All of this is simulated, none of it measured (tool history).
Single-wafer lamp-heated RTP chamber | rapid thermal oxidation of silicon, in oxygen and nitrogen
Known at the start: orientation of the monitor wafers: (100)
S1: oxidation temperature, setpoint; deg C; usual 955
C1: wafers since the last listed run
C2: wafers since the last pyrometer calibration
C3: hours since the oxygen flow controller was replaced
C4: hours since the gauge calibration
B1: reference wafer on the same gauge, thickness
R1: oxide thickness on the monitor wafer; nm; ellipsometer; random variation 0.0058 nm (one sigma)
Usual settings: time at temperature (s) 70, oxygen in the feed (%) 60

{"run": 1, "hour": 0.0, "S1": 974, "time at temperature (s)": 80, "oxygen in the feed (%)": 60, "C1": 0, "C2": 2829, "C3": 5533, "C4": 1019.1, "B1": 3.412, "R1": 4.666}
{"run": 2, "hour": 78.6, "S1": 974, "time at temperature (s)": 80, "oxygen in the feed (%)": 60, "C1": 757, "C2": 3586, "C3": 5611.6, "C4": 1097.7, "B1": 3.41, "R1": 4.683}
{"run": 3, "hour": 126.8, "S1": 974, "time at temperature (s)": 80, "oxygen in the feed (%)": 60, "C1": 464, "C2": 4050, "C3": 5659.8, "C4": 1145.9, "B1": 3.409, "R1": 4.7}
{"hour": 159.4, "done": "pyrometer window cleaned and pyrometer calibrated"}
{"run": 4, "hour": 175.3, "S1": 955, "time at temperature (s)": 70, "oxygen in the feed (%)": 47, "C1": 390, "C2": 153, "C3": 5708.3, "C4": 1194.4, "B1": 3.413, "R1": 3.593}
{"run": 5, "hour": 242.1, "S1": 949, "time at temperature (s)": 63, "oxygen in the feed (%)": 60, "C1": 643, "C2": 796, "C3": 5775.1, "C4": 1261.2, "B1": 3.407, "R1": 3.565}
{"run": 6, "hour": 286.6, "S1": 949, "time at temperature (s)": 63, "oxygen in the feed (%)": 60, "C1": 428, "C2": 1224, "C3": 5819.6, "C4": 1305.7, "B1": 3.412, "R1": 3.565}
{"run": 7, "hour": 351.6, "S1": 970, "time at temperature (s)": 70, "oxygen in the feed (%)": 50, "C1": 626, "C2": 1851, "C3": 5884.6, "C4": 1370.7, "B1": 3.412, "R1": 4.05}
{"run": 8, "hour": 449.4, "S1": 955, "time at temperature (s)": 70, "oxygen in the feed (%)": 72, "C1": 941, "C2": 2792, "C3": 5982.4, "C4": 1468.5, "B1": 3.41, "R1": 4.088}
{"run": 9, "hour": 548.7, "S1": 955, "time at temperature (s)": 70, "oxygen in the feed (%)": 72, "C1": 956, "C2": 3749, "C3": 6081.7, "C4": 1567.8, "B1": 3.411, "R1": 4.112}
{"hour": 582.7, "done": "pyrometer window cleaned and pyrometer calibrated"}
{"run": 10, "hour": 631.6, "S1": 955, "time at temperature (s)": 70, "oxygen in the feed (%)": 72, "C1": 721, "C2": 470, "C3": 6164.6, "C4": 1650.7, "B1": 3.412, "R1": 4.07}
{"hour": 712.3, "done": "gauge calibrated"}
{"run": 11, "hour": 735.7, "S1": 955, "time at temperature (s)": 70, "oxygen in the feed (%)": 60, "C1": 1002, "C2": 1473, "C3": 6268.7, "C4": 23.4, "B1": 3.407, "R1": 3.863}
{"run": 12, "hour": 835.5, "S1": 955, "time at temperature (s)": 70, "oxygen in the feed (%)": 60, "C1": 961, "C2": 2434, "C3": 6368.5, "C4": 123.2, "B1": 3.411, "R1": 3.879}
{"run": 13, "hour": 884.7, "S1": 939, "time at temperature (s)": 89, "oxygen in the feed (%)": 60, "C1": 473, "C2": 2908, "C3": 6417.7, "C4": 172.4, "B1": 3.41, "R1": 3.816}
{"run": 14, "hour": 985.5, "S1": 963, "time at temperature (s)": 70, "oxygen in the feed (%)": 46, "C1": 970, "C2": 3879, "C3": 6518.5, "C4": 273.2, "B1": 3.411, "R1": 3.793}
{"hour": 1078.1, "done": "pyrometer window cleaned and pyrometer calibrated"}
{"run": 15, "hour": 1085.8, "S1": 955, "time at temperature (s)": 70, "oxygen in the feed (%)": 60, "C1": 888, "C2": 73, "C3": 6618.8, "C4": 373.5, "B1": 3.411, "R1": 3.866}
{"run": 16, "hour": 1192.7, "S1": 955, "time at temperature (s)": 54, "oxygen in the feed (%)": 60, "C1": 1029, "C2": 1103, "C3": 6725.7, "C4": 480.4, "B1": 3.41, "R1": 3.494}
{"run": 17, "hour": 1266.4, "S1": 945, "time at temperature (s)": 47, "oxygen in the feed (%)": 60, "C1": 709, "C2": 1813, "C3": 6799.4, "C4": 554.1, "B1": 3.41, "R1": 3.158}
{"hour": 1358.7, "done": "oxygen flow controller replaced"}
{"run": 18, "hour": 1508.6, "S1": 943, "time at temperature (s)": 70, "oxygen in the feed (%)": 52, "C1": 2255, "C2": 4068, "C3": 149.9, "C4": 796.3, "B1": 3.41, "R1": 3.469}
{"hour": 1544.2, "done": "pyrometer window cleaned and pyrometer calibrated"}
{"run": 19, "hour": 1603.4, "S1": 931, "time at temperature (s)": 47, "oxygen in the feed (%)": 60, "C1": 835, "C2": 570, "C3": 244.7, "C4": 891.1, "B1": 3.408, "R1": 2.93}
{"run": 20, "hour": 1667.8, "S1": 973, "time at temperature (s)": 37, "oxygen in the feed (%)": 69, "C1": 620, "C2": 1190, "C3": 309.1, "C4": 955.5, "B1": 3.409, "R1": 3.546}
{"run": 21, "hour": 1713.9, "S1": 969, "time at temperature (s)": 70, "oxygen in the feed (%)": 83, "C1": 444, "C2": 1634, "C3": 355.2, "C4": 1001.6, "B1": 3.409, "R1": 4.712}
{"run": 22, "hour": 1800.4, "S1": 955, "time at temperature (s)": 70, "oxygen in the feed (%)": 60, "C1": 833, "C2": 2467, "C3": 441.7, "C4": 1088.1, "B1": 3.41, "R1": 3.87}
{"run": 23, "hour": 1890.9, "S1": 967, "time at temperature (s)": 91, "oxygen in the feed (%)": 60, "C1": 871, "C2": 3339, "C3": 532.2, "C4": 1178.6, "B1": 3.409, "R1": 4.691}
{"run": 24, "hour": 1993.0, "S1": 955, "time at temperature (s)": 70, "oxygen in the feed (%)": 60, "C1": 983, "C2": 4322, "C3": 634.3, "C4": 1280.7, "B1": 3.41, "R1": 3.905}
{"hour": 2050.3, "done": "pyrometer window cleaned and pyrometer calibrated"}
{"run": 25, "hour": 2062.5, "S1": 947, "time at temperature (s)": 55, "oxygen in the feed (%)": 71, "C1": 592, "C2": 117, "C3": 703.8, "C4": 1350.2, "B1": 3.411, "R1": 3.505}
{"run": 26, "hour": 2113.9, "S1": 937, "time at temperature (s)": 91, "oxygen in the feed (%)": 75, "C1": 495, "C2": 612, "C3": 755.2, "C4": 1401.6, "B1": 3.411, "R1": 4.027}

Hidden state at the last listed run before each entry between runs and at the first one after, where it differs:
Between runs 3 and 4: pyrometer window cleaned and pyrometer calibrated (hour 159.4)
  true wafer temperature minus pyrometer reading, K: 1.64 -> 0.0168
  measured less the result without the state, R1: +0.054 -> +0.001 nm
Between runs 9 and 10: pyrometer window cleaned and pyrometer calibrated (hour 582.7)
  true wafer temperature minus pyrometer reading, K: 1.3 -> 0.192
  measured less the result without the state, R1: +0.037 -> +0.005 nm
Between runs 10 and 11: gauge calibrated (hour 712.3)
  true wafer temperature minus pyrometer reading, K: 0.192 -> 0.37
  measured less the result without the state, R1: +0.005 -> +0.009 nm
Between runs 14 and 15: pyrometer window cleaned and pyrometer calibrated (hour 1078.1)
  true wafer temperature minus pyrometer reading, K: 1.54 -> 0.126
  measured less the result without the state, R1: +0.038 -> +0.004 nm
Between runs 17 and 18: oxygen flow controller replaced (hour 1358.7)
  true wafer temperature minus pyrometer reading, K: 0.426 -> 1.69
  measured less the result without the state, R1: +0.008 -> +0.035 nm
Between runs 18 and 19: pyrometer window cleaned and pyrometer calibrated (hour 1544.2)
  true wafer temperature minus pyrometer reading, K: 1.69 -> 0.128
  measured less the result without the state, R1: +0.035 -> +0.002 nm
Between runs 24 and 25: pyrometer window cleaned and pyrometer calibrated (hour 2050.3)
  true wafer temperature minus pyrometer reading, K: 1.8 -> 0.00609
  measured less the result without the state, R1: +0.047 -> +0 nm

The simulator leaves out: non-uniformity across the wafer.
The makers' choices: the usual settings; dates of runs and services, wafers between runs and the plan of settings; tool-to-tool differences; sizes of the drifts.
